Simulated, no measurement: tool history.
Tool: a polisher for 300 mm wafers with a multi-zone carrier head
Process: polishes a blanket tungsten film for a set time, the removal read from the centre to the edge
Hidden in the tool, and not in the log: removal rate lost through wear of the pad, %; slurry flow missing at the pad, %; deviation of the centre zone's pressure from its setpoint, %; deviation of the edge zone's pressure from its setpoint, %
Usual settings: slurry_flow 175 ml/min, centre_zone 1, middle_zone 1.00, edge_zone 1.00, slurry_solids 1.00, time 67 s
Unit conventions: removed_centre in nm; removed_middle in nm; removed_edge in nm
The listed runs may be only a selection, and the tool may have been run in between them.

run    day  slurry_flow  centre_zone  middle_zone  edge_zone  slurry_solids  time  wafers since the last listed run  wafers polished on this pad  hours since the slurry nozzle was cleaned  hours since the centre zone pressure was calibrated  hours since the edge zone pressure was calibrated  hours since the carrier head's membrane was replaced  incoming thickness of the incoming film, nm  removed_centre  removed_middle  removed_edge
  1  0.000          175            1         1.00       1.00           1.00    67                                 0                          101                                      138.8                                               1101.6                                              858.5                                                 437.9                                       1225.7           351.3           345.6         339.0
  2  0.675          175            1         1.00       1.00           1.00    67                               166                          267                                      155.0                                               1117.8                                              874.7                                                 454.1                                       1228.4           343.9           336.5         337.0
  3  2.158          175            1         0.94       1.00           1.00    67                               366                          634                                      190.6                                               1153.4                                              910.3                                                 489.7                                       1213.3           335.7           307.5         322.1
  4  3.058          175            1         0.94       1.00           1.00    67                               222                          856                                      212.2                                               1175.0                                              931.9                                                 511.3                                       1221.2           331.5           305.2         327.2
  5  3.858          175            1         0.94       1.00           1.00    67                               197                         1054                                      231.4                                               1194.2                                              951.1                                                 530.5                                       1210.8           325.9           294.4         317.2
     4.400  -- edge zone pressure recalibrated
     4.433  -- worn pad replaced by a new one
     4.729  -- slurry nozzle cleaned
  6  4.817          175            1         1.00       1.00           1.15    67                               196                           83                                        2.1                                               1217.2                                               10.0                                                 553.5                                       1225.7           366.5           355.9         353.9
  7  6.133          175            1         1.00       1.00           1.15    67                               325                          409                                       33.7                                               1248.8                                               41.6                                                 585.1                                       1200.5           356.4           345.7         350.0
  8  7.075          175            1         1.00       1.00           1.00    67                               232                          641                                       56.3                                               1271.4                                               64.2                                                 607.7                                       1221.3           333.2           323.4         331.8
     7.425  -- centre zone pressure recalibrated
  9  7.842          175            1         1.00       1.00           1.00    67                               168                          810                                       74.7                                                 10.0                                               82.6                                                 626.1                                       1207.5           334.8           321.5         326.3
     8.658  -- worn pad replaced by a new one
 10  8.679          195            1         1.00       1.04           1.00    67                               165                            5                                       94.8                                                 30.1                                              102.7                                                 646.2                                       1223.7           353.3           344.4         354.7
 11  9.062          175            1         0.96       1.00           1.30    67                                94                          100                                      104.0                                                 39.3                                              111.9                                                 655.4                                       1207.7           373.6           354.6         362.4

Expected results for the next run?
 12  10.529          175            1         0.92       1.00           1.00    67                               362                          462                                      139.2                                                 74.5                                              147.1                                                 690.6                                       1214.9               ?               ?             ?

{"run 12": {"removed_centre": 335.3, "removed_middle": 314.3, "removed_edge": 333.1}}
If the tool had no hidden condition, the same run with the same run-to-run variation would have returned removed_centre 349.3 nm, removed_middle 327.5 nm, removed_edge 347.0 nm.
